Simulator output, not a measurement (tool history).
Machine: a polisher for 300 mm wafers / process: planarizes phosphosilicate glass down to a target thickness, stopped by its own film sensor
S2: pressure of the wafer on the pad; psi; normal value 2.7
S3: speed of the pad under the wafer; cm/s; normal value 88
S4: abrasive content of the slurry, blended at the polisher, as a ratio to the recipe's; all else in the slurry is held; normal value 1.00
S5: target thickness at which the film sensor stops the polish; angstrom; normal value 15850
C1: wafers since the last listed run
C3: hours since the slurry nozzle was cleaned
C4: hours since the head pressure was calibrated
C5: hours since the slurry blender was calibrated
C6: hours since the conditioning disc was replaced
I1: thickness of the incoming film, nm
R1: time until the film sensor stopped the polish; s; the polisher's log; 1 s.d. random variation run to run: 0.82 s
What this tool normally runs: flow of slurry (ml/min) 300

Run 1, day 0.000: usual settings but S2 3.2 psi; C1 0; wafers polished on this pad 509; C3 804.5; C4 512.6; C5 205.8; C6 40.6; I1 2158.1. Result: R1 84.2 s.
At day 0.050: slurry nozzle cleaned.
At day 0.850: head pressure recalibrated.
Run 2, day 1.608: usual settings but S2 3.2 psi; C1 348; wafers polished on this pad 858; C3 37.4; C4 18.2; C5 244.4; C6 79.2; I1 2200.6. Result: R1 84.7 s.
Run 3, day 4.354: usual settings; C1 645; wafers polished on this pad 1503; C3 103.3; C4 84.1; C5 310.3; C6 145.1; I1 2126.1. Result: R1 90.9 s.
Run 4, day 6.592: usual settings; C1 526; wafers polished on this pad 2029; C3 157.0; C4 137.8; C5 364.0; C6 198.8; I1 2194.4. Result: R1 104.8 s.
Run 5, day 7.842: usual settings but flow of slurry (ml/min) 205, S3 58 cm/s, S4 1.25; C1 293; wafers polished on this pad 2323; C3 187.0; C4 167.8; C5 394.0; C6 228.8; I1 2159.9. Result: R1 117.0 s.
Run 6, day 9.921: usual settings but flow of slurry (ml/min) 330, S2 2.2 psi, S3 110 cm/s, S4 0.70; C1 488; wafers polished on this pad 2812; C3 236.9; C4 217.7; C5 443.9; C6 278.7; I1 2147.9. Result: R1 137.3 s.
At day 10.325: slurry blender recalibrated.
Run 7, day 11.358: usual settings but flow of slurry (ml/min) 370, S3 104 cm/s, S4 1.20, S5 17730 angstrom; C1 318; wafers polished on this pad 3130; C3 271.4; C4 252.2; C5 24.8; C6 313.2; I1 2170.3. Result: R1 51.8 s.
At day 13.250: worn pad replaced by a new one.
Run 8, day 13.475: usual settings but flow of slurry (ml/min) 385; C1 458; wafers polished on this pad 53; C3 322.2; C4 303.0; C5 75.6; C6 364.0; I1 2192.5. Result: R1 97.7 s.
Run 9, day 15.221: usual settings but S3 100 cm/s; C1 410; wafers polished on this pad 463; C3 364.1; C4 344.9; C5 117.5; C6 405.9; I1 2160.6. Result: R1 87.9 s.
Run 10, day 16.454: usual settings but S5 17230 angstrom; C1 289; wafers polished on this pad 753; C3 393.7; C4 374.5; C5 147.1; C6 435.5; I1 2143.8. Result: R1 71.0 s.
At day 18.729: conditioning disc replaced and pad reconditioned.
Run 11, day 19.138: usual settings; C1 611; wafers polished on this pad 1364; C3 458.1; C4 438.9; C5 211.5; C6 9.8; I1 2174.4. Result: R1 98.6 s.
Run 12, day 21.612: usual settings but S3 64 cm/s; C1 581; wafers polished on this pad 1946; C3 517.5; C4 498.3; C5 270.9; C6 69.2; I1 2162.5. Result: R1 118.4 s.
Run 13, day 24.204: usual settings but S3 108 cm/s; C1 609; wafers polished on this pad 2555; C3 579.7; C4 560.5; C5 333.1; C6 131.4; I1 2138.0. Result: R1 82.9 s.
At day 25.008: head pressure recalibrated.
Run 14, day 25.896: usual settings but S5 17120 angstrom; C1 378; wafers polished on this pad 2934; C3 620.3; C4 21.3; C5 373.7; C6 172.0; I1 2150.6. Result: R1 76.6 s.
Run 15, day 27.067: usual settings but S4 0.75; C1 275; wafers polished on this pad 3209; C3 648.4; C4 49.4; C5 401.8; C6 200.1; I1 2157.9. Result: R1 123.9 s.
Run 16, day 28.621: usual settings; C1 365; wafers polished on this pad 3574; C3 685.7; C4 86.7; C5 439.1; C6 237.4; I1 2124.4. Result: R1 95.8 s.
At day 29.746: slurry blender recalibrated.
Run 17, day 30.154: usual settings but flow of slurry (ml/min) 355, S2 2.0 psi, S4 1.15, S5 17220 angstrom; C1 340; wafers polished on this pad 3915; C3 722.5; C4 123.5; C5 9.8; C6 274.2; I1 2140.9. Result: R1 87.9 s.
At day 32.342: worn pad replaced by a new one.
Run 18, day 32.608: usual settings but flow of slurry (ml/min) 345, S4 1.20, S5 17660 angstrom; C1 537; wafers polished on this pad 62; C3 781.4; C4 182.4; C5 68.7; C6 333.1; I1 2141.7. Result: R1 57.6 s.
At day 32.692: slurry nozzle cleaned.
Run 19, day 34.546: usual settings but S2 3.0 psi, S3 74 cm/s, S5 15030 angstrom; C1 445; wafers polished on this pad 508; C3 44.5; C4 228.9; C5 115.2; C6 379.6; I1 2177.9. Result: R1 111.2 s.
At day 34.733: conditioning disc replaced and pad reconditioned.
Run 20, day 36.675: usual settings; C1 480; wafers polished on this pad 989; C3 95.6; C4 280.0; C5 166.3; C6 46.6; I1 2153.5. Result: R1 92.9 s.
Run 21, day 38.679: usual settings but S4 0.70; C1 471; wafers polished on this pad 1460; C3 143.7; C4 328.1; C5 214.4; C6 94.7; I1 2154.8. Result: R1 121.5 s.
Run 22, day 40.017: usual settings but flow of slurry (ml/min) 360, S3 104 cm/s; C1 314; wafers polished on this pad 1774; C3 175.8; C4 360.2; C5 246.5; C6 126.8; I1 2161.9. Result: R1 86.1 s.
Run 23, day 42.458: usual settings but S2 2.1 psi; C1 574; wafers polished on this pad 2348; C3 234.4; C4 418.8; C5 305.1; C6 185.4; I1 2151.8. Result: R1 121.7 s.
Run 24, day 44.029: usual settings but S2 3.4 psi; C1 369; wafers polished on this pad 2718; C3 272.1; C4 456.5; C5 342.8; C6 223.1; I1 2130.7. Result: R1 74.0 s.
At day 45.100: head pressure recalibrated.
At day 45.404: slurry blender recalibrated.
Run 25, day 46.446: usual settings but flow of slurry (ml/min) 255, S2 3.4 psi, S3 60 cm/s, S5 14270 angstrom; C1 528; wafers polished on this pad 3247; C3 330.1; C4 32.3; C5 25.0; C6 281.1; I1 2149.3. Result: R1 120.4 s.
At day 47.804: worn pad replaced by a new one.
Run 26, day 49.283: usual settings but S4 0.80; C1 627; wafers polished on this pad 348; C3 398.2; C4 100.4; C5 93.1; C6 349.2; I1 2142.9. Result: R1 107.2 s.

Hidden state at the last listed run before each entry between runs and at the first one after, where it differs:
After run 1, before run 2: slurry nozzle cleaned (day 0.050); head pressure recalibrated (day 0.850)
  slurry flow missing at the pad, %: 48 -> 10.8; abrasive missing from the slurry, %: 2.39 -> 3.25
  difference, measured minus the result without the unlogged condition, R1: +5.5 -> +2.3 s
After run 6, before run 7: slurry blender recalibrated (day 10.325)
  slurry flow missing at the pad, %: 31 -> 33.1; abrasive missing from the slurry, %: 10 -> 0.123
  difference, measured minus the result without the unlogged condition, R1: +14.2 -> +1.4 s
After run 7, before run 8: worn pad replaced by a new one (day 13.250)
  slurry flow missing at the pad, %: 33.1 -> 35.7; abrasive missing from the slurry, %: 0.123 -> 0.375
  difference, measured minus the result without the unlogged condition, R1: +1.4 -> +2.9 s
After run 10, before run 11: conditioning disc replaced and pad reconditioned (day 18.729)
  slurry flow missing at the pad, %: 38.6 -> 40.5; abrasive missing from the slurry, %: 1.16 -> 2.31
  difference, measured minus the result without the unlogged condition, R1: +3.2 -> +5.3 s
After run 13, before run 14: head pressure recalibrated (day 25.008)
  slurry flow missing at the pad, %: 43 -> 43.6; abrasive missing from the slurry, %: 5.58 -> 7
  difference, measured minus the result without the unlogged condition, R1: +6.4 -> +6.7 s
After run 16, before run 17: slurry blender recalibrated (day 29.746)
  slurry flow missing at the pad, %: 44.4 -> 44.7; abrasive missing from the slurry, %: 9.63 -> 1.03
  difference, measured minus the result without the unlogged condition, R1: +10.0 -> +4.1 s
After run 17, before run 18: worn pad replaced by a new one (day 32.342)
  slurry flow missing at the pad, %: 44.7 -> 45.2; abrasive missing from the slurry, %: 1.03 -> 1.26
  difference, measured minus the result without the unlogged condition, R1: +4.1 -> +2.8 s
After run 18, before run 19: slurry nozzle cleaned (day 32.692)
  slurry flow missing at the pad, %: 45.2 -> 8.07; abrasive missing from the slurry, %: 1.26 -> 1.68
  difference, measured minus the result without the unlogged condition, R1: +2.8 -> +1.8 s
After run 19, before run 20: conditioning disc replaced and pad reconditioned (day 34.733)
  slurry flow missing at the pad, %: 8.07 -> 14.7; abrasive missing from the slurry, %: 1.68 -> 2.39
  difference, measured minus the result without the unlogged condition, R1: +1.8 -> +2.4 s
After run 24, before run 25: head pressure recalibrated (day 45.100); slurry blender recalibrated (day 45.404)
  slurry flow missing at the pad, %: 29.4 -> 32.3; abrasive missing from the slurry, %: 6.84 -> 0.573
  difference, measured minus the result without the unlogged condition, R1: +5.0 -> +4.4 s
After run 25, before run 26: worn pad replaced by a new one (day 47.804)
  slurry flow missing at the pad, %: 32.3 -> 35; abrasive missing from the slurry, %: 0.573 -> 0.971
  difference, measured minus the result without the unlogged condition, R1: +4.4 -> +4.2 s
